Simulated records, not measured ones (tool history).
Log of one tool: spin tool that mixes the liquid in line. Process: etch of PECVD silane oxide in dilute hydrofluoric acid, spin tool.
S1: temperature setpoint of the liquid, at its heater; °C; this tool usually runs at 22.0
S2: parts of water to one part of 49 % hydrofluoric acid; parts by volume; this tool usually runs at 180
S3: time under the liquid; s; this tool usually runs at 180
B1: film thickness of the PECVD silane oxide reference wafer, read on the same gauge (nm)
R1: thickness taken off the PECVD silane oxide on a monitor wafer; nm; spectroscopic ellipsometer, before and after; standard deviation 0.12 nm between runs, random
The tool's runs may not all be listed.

run	hour	S1	S2	S3	B1	R1
1	0.0	22.0	180	180	84.61	18.37
2	55.5	22.0	180	180	84.65	18.39
3	80.9	20.5	180	140	84.67	13.59
4	123.1	22.0	180	120	84.71	12.34
5	167.0	22.0	180	120	84.71	12.20
6	223.4	22.0	180	180	84.73	18.52
7	287.1	21.0	180	180	84.84	17.86
8	342.7	21.0	180	180	84.85	17.93
9	403.5	22.0	180	215	84.85	22.61
10	450.4	22.0	180	215	84.85	22.18
11	646.4	22.0	180	180	85.00	18.58
12	711.2	22.0	180	180	85.02	18.54
# hour 824.4: gauge calibrated
# hour 826.7: thermometer replaced
13	886.3	22.0	180	180	80.70	17.69
14	918.3	22.0	180	180	80.90	17.59
15	955.3	22.0	180	180	81.18	17.88
16	1016.2	20.5	220	180	81.55	13.28
17	1159.1	18.0	245	265	82.41	15.95
18	1256.7	22.0	140	180	82.89	24.41
# hour 1281.0: hydrofluoric acid flow meter replaced
19	1303.7	22.0	180	180	83.07	18.10
20	1350.1	22.0	180	180	83.23	18.20
21	1390.7	25.5	230	260	83.45	22.22
22	1454.2	24.0	255	135	83.61	9.61
23	1516.5	22.0	180	180	83.88	18.36
24	1634.7	26.0	265	80	84.24	5.89
25	1665.5	25.0	205	135	84.24	13.39
26	1732.0	22.0	180	95	84.46	9.70
27	1787.4	22.0	180	180	84.58	18.36
28	1815.5	25.5	235	240	84.63	20.39
29	1842.2	22.0	180	110	84.63	11.29
30	1874.6	19.5	180	180	84.70	16.95
31	1925.0	25.0	95	180	84.84	44.06
32	1969.9	20.0	105	270	84.88	47.34
33	2026.4	22.0	180	180	85.00	18.75
34	2074.9	24.0	205	80	85.04	7.70

Measured minus without-hidden-state, run by run (identical run-to-run variation in each term; gauge scatter may differ):
What the log doesn't record here: liquid hotter than its thermometer reads (K); hydrofluoric acid flow above the setpoint (%); gauge reads high (%).
run	R1
1	+0.99
2	+1.01
3	+0.75
4	+0.69
5	+0.68
6	+1.04
7	+1.01
8	+1.02
9	+1.29
10	+1.27
11	+1.09
12	+1.09
13	+0.15
14	+0.21
15	+0.27
16	+0.26
17	+0.47
18	+0.85
19	+0.67
20	+0.72
21	+0.92
22	+0.42
23	+0.84
24	+0.30
25	+0.68
26	+0.51
27	+0.99
28	+1.11
29	+0.62
30	+0.94
31	+2.49
32	+2.72
33	+1.10
34	+0.46

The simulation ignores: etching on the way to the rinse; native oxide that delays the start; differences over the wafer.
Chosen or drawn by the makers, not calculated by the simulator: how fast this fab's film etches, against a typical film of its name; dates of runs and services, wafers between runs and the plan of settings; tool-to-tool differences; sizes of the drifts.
